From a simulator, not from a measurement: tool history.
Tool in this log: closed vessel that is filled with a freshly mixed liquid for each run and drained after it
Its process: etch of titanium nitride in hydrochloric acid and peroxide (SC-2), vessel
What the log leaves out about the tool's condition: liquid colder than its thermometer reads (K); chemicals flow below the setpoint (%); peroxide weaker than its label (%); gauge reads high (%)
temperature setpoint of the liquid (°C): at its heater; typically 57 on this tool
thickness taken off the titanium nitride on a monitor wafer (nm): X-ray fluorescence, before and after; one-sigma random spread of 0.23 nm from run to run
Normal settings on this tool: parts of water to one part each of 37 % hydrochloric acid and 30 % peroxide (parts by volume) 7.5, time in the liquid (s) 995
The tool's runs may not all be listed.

run	day	temperature setpoint of the liquid (°C)	parts of water to one part each of 37 % hydrochloric acid and 30 % peroxide (parts by volume)	time in the liquid (s)	wafers since the last listed run	hours since the thermometer was replaced	hours since the chemicals flow meter was replaced	hours since the drum of peroxide was connected	hours since the gauge calibration	read-back film thickness of the titanium nitride reference wafer, read on the same gauge (nm)	thickness taken off the titanium nitride on a monitor wafer (nm)
1	0	59.5	7.5	995	0	976.8	391.4	758.8	3747.9	109.99	44.42
2	3.896	57	7.5	995	3748	1070.3	484.9	852.3	3841.4	109.99	37.71
3	8.104	57	7.5	995	4048	1171.3	585.9	953.3	3942.4	109.96	37.74
4	10.558	57	7.5	995	2361	1230.2	644.8	1012.2	4001.3	109.97	36.94
5	13.954	57	7.5	995	3267	1311.7	726.3	1093.7	4082.8	109.96	36.9
# day 15.133: new drum of peroxide connected
6	16.208	57	7.5	995	2128	1365.8	780.4	25.8	4136.9	110	40.1
7	17.829	57	7.5	995	1559	1404.7	819.3	64.7	4175.8	110.01	39.9
8	21.208	57	7.5	995	3251	1485.8	900.4	145.8	4256.9	110.03	39.63
# day 24.346: gauge calibrated
# day 24.821: thermometer replaced
9	24.958	57	7.5	995	3567	3.3	990.4	235.8	14.7	110.01	39.34
10	27.488	54.5	4.5	1230	2433	64	1051.1	296.5	75.4	110	60.27
11	31.371	57	7.5	995	3736	157.2	1144.3	389.7	168.6	109.99	38.56
12	33.404	63	7.5	1495	1956	206	1193.1	438.5	217.4	110.01	84.33
13	35.362	57	7.5	995	1884	253	1240.1	485.5	264.4	110.01	38.63
14	37.888	66	7.5	995	2429	313.6	1300.7	546.1	325	109.97	67.37
# day 38.3: chemicals flow meter replaced
15	42.217	57	7.5	995	4125	417.5	94	650	428.9	110	37.95
# day 52.467: new drum of peroxide connected
16	52.888	54.5	4.5	1230	10226	673.6	350.1	10.1	685	110	61.54
17	54.608	57	7.5	995	1655	714.9	391.4	51.4	726.3	110.02	39.86
18	56.838	57	7.5	995	2144	768.4	444.9	104.9	779.8	109.97	39.46
19	58.446	57	7.5	995	1547	807	483.5	143.5	818.4	110.01	39.55
20	60.812	57	9.5	745	2277	863.8	540.3	200.3	875.2	110.01	24.46
21	64.371	63	10	435	3423	949.2	625.7	285.7	960.6	110.02	19.6
22	66.296	60.5	4	420	1852	995.4	671.9	331.9	1006.8	110.02	32.39
23	69.75	61	11	1260	3323	1078.3	754.8	414.8	1089.7	109.98	46.11
24	73.525	54	9.5	1405	3631	1168.9	845.4	505.4	1180.3	109.99	36.87
25	75.35	57	7.5	995	1755	1212.7	889.2	549.2	1224.1	110.06	38.53
26	79.138	47.5	4.5	495	3644	1303.6	980.1	640.1	1315	110.02	14.88
27	83.171	57	7.5	1270	3880	1400.4	1076.9	736.9	1411.8	110.01	48.5
28	87.533	63.5	7.5	1485	4197	1505.1	1181.6	841.6	1516.5	109.97	84.7

Predict each of these 5 candidate next runs independently; none follows another, all start after run 28:
A	87.571	57	7.5	995	36	1506	1182.5	842.5	1517.4	?	?
B	87.571	64.5	7.5	995	36	1506	1182.5	842.5	1517.4	?	?
C	87.571	65	5	1465	36	1506	1182.5	842.5	1517.4	?	?
D	87.571	52	5.5	1295	36	1506	1182.5	842.5	1517.4	?	?
E	87.571	57	7.5	1405	36	1506	1182.5	842.5	1517.4	?	?

run	read-back film thickness of the titanium nitride reference wafer, read on the same gauge (nm)	thickness taken off the titanium nitride on a monitor wafer (nm)
A	109.95	37.21
B	109.95	59.44
C	109.95	122.79
D	109.95	44.44
E	109.95	52.54
Without the tool's unlogged condition, the same runs would have read:
run	thickness taken off the titanium nitride on a monitor wafer (nm)
A	39.81
B	63.59
C	131.01
D	47.45
E	56.21
